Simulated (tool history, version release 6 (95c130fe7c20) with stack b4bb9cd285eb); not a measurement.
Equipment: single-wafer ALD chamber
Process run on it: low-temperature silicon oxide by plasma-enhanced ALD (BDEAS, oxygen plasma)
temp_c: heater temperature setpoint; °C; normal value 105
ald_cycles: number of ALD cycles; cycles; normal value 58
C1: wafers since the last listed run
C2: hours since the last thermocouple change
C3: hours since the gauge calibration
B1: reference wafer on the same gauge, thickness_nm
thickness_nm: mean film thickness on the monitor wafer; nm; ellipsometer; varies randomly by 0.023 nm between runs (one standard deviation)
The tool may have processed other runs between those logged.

{"run": 1, "hour": 0.0, "temp_c": 105, "ald_cycles": 58, "C1": 0, "C2": 900.9, "C3": 490.8, "B1": 8.578, "thickness_nm": 8.011}
{"run": 2, "hour": 129.0, "temp_c": 105, "ald_cycles": 58, "C1": 527, "C2": 1029.9, "C3": 619.8, "B1": 8.577, "thickness_nm": 8.021}
{"run": 3, "hour": 199.8, "temp_c": 105, "ald_cycles": 58, "C1": 289, "C2": 1100.7, "C3": 690.6, "B1": 8.576, "thickness_nm": 8.008}
{"run": 4, "hour": 224.0, "temp_c": 105, "ald_cycles": 58, "C1": 99, "C2": 1124.9, "C3": 714.8, "B1": 8.576, "thickness_nm": 7.999}
{"run": 5, "hour": 249.7, "temp_c": 105, "ald_cycles": 58, "C1": 105, "C2": 1150.6, "C3": 740.5, "B1": 8.575, "thickness_nm": 8.038}
{"run": 6, "hour": 286.8, "temp_c": 99, "ald_cycles": 58, "C1": 151, "C2": 1187.7, "C3": 777.6, "B1": 8.583, "thickness_nm": 8.229}
{"run": 7, "hour": 316.6, "temp_c": 105, "ald_cycles": 58, "C1": 121, "C2": 1217.5, "C3": 807.4, "B1": 8.585, "thickness_nm": 8.015}
{"run": 8, "hour": 430.8, "temp_c": 105, "ald_cycles": 58, "C1": 467, "C2": 1331.7, "C3": 921.6, "B1": 8.578, "thickness_nm": 8.057}
{"run": 9, "hour": 486.0, "temp_c": 105, "ald_cycles": 58, "C1": 225, "C2": 1386.9, "C3": 976.8, "B1": 8.582, "thickness_nm": 8.016}
{"run": 10, "hour": 556.7, "temp_c": 105, "ald_cycles": 58, "C1": 289, "C2": 1457.6, "C3": 1047.5, "B1": 8.585, "thickness_nm": 8.05}
{"run": 11, "hour": 606.4, "temp_c": 105, "ald_cycles": 58, "C1": 203, "C2": 1507.3, "C3": 1097.2, "B1": 8.572, "thickness_nm": 8.009}
{"run": 12, "hour": 677.8, "temp_c": 105, "ald_cycles": 58, "C1": 292, "C2": 1578.7, "C3": 1168.6, "B1": 8.591, "thickness_nm": 7.981}
{"run": 13, "hour": 713.2, "temp_c": 105, "ald_cycles": 58, "C1": 144, "C2": 1614.1, "C3": 1204, "B1": 8.588, "thickness_nm": 8.027}
{"hour": 752.2, "done": "thermocouple changed; heater temperature recalibrated"}
{"run": 14, "hour": 778.0, "temp_c": 105, "ald_cycles": 58, "C1": 232, "C2": 25.8, "C3": 1268.8, "B1": 8.583, "thickness_nm": 7.892}
{"run": 15, "hour": 809.9, "temp_c": 105, "ald_cycles": 69, "C1": 130, "C2": 57.7, "C3": 1300.7, "B1": 8.577, "thickness_nm": 9.425}
{"run": 16, "hour": 845.3, "temp_c": 105, "ald_cycles": 58, "C1": 144, "C2": 93.1, "C3": 1336.1, "B1": 8.581, "thickness_nm": 7.946}
{"run": 17, "hour": 872.9, "temp_c": 105, "ald_cycles": 68, "C1": 112, "C2": 120.7, "C3": 1363.7, "B1": 8.583, "thickness_nm": 9.28}
{"run": 18, "hour": 931.7, "temp_c": 113, "ald_cycles": 58, "C1": 240, "C2": 179.5, "C3": 1422.5, "B1": 8.585, "thickness_nm": 7.821}
{"hour": 959.3, "done": "gauge calibrated"}
{"run": 19, "hour": 963.5, "temp_c": 105, "ald_cycles": 58, "C1": 130, "C2": 211.3, "C3": 4.2, "B1": 8.576, "thickness_nm": 7.966}
{"run": 20, "hour": 1009.5, "temp_c": 105, "ald_cycles": 58, "C1": 188, "C2": 257.3, "C3": 50.2, "B1": 8.577, "thickness_nm": 7.952}
{"run": 21, "hour": 1059.0, "temp_c": 105, "ald_cycles": 58, "C1": 202, "C2": 306.8, "C3": 99.7, "B1": 8.584, "thickness_nm": 7.991}
{"run": 22, "hour": 1120.4, "temp_c": 115, "ald_cycles": 69, "C1": 251, "C2": 368.2, "C3": 161.1, "B1": 8.572, "thickness_nm": 9.252}
{"run": 23, "hour": 1160.2, "temp_c": 99, "ald_cycles": 66, "C1": 162, "C2": 408, "C3": 200.9, "B1": 8.576, "thickness_nm": 9.22}
{"run": 24, "hour": 1214.6, "temp_c": 105, "ald_cycles": 58, "C1": 222, "C2": 462.4, "C3": 255.3, "B1": 8.581, "thickness_nm": 7.943}
{"run": 25, "hour": 1281.2, "temp_c": 119, "ald_cycles": 58, "C1": 272, "C2": 529, "C3": 321.9, "B1": 8.585, "thickness_nm": 7.772}
{"run": 26, "hour": 1326.3, "temp_c": 105, "ald_cycles": 58, "C1": 184, "C2": 574.1, "C3": 367, "B1": 8.583, "thickness_nm": 7.984}
{"run": 27, "hour": 1372.5, "temp_c": 114, "ald_cycles": 49, "C1": 189, "C2": 620.3, "C3": 413.2, "B1": 8.585, "thickness_nm": 6.611}
{"run": 28, "hour": 1422.2, "temp_c": 94, "ald_cycles": 49, "C1": 203, "C2": 670, "C3": 462.9, "B1": 8.576, "thickness_nm": 7.038}

Alternative continuations, all from the tool just after run 28; predict every row:
{"run": "A", "hour": 1422.7, "temp_c": 105, "ald_cycles": 58, "C1": 2, "C2": 670.5, "C3": 463.4, "B1": "?", "thickness_nm": "?"}
{"run": "B", "hour": 1422.7, "temp_c": 119, "ald_cycles": 53, "C1": 2, "C2": 670.5, "C3": 463.4, "B1": "?", "thickness_nm": "?"}
{"run": "C", "hour": 1422.7, "temp_c": 91, "ald_cycles": 58, "C1": 2, "C2": 670.5, "C3": 463.4, "B1": "?", "thickness_nm": "?"}

run=A B1=8.576 thickness_nm=7.994
run=B B1=8.576 thickness_nm=7.094
run=C B1=8.576 thickness_nm=8.454
What these runs would have given with no unlogged condition in the tool:
run=A thickness_nm=7.922
run=B thickness_nm=7.029
run=C thickness_nm=8.31
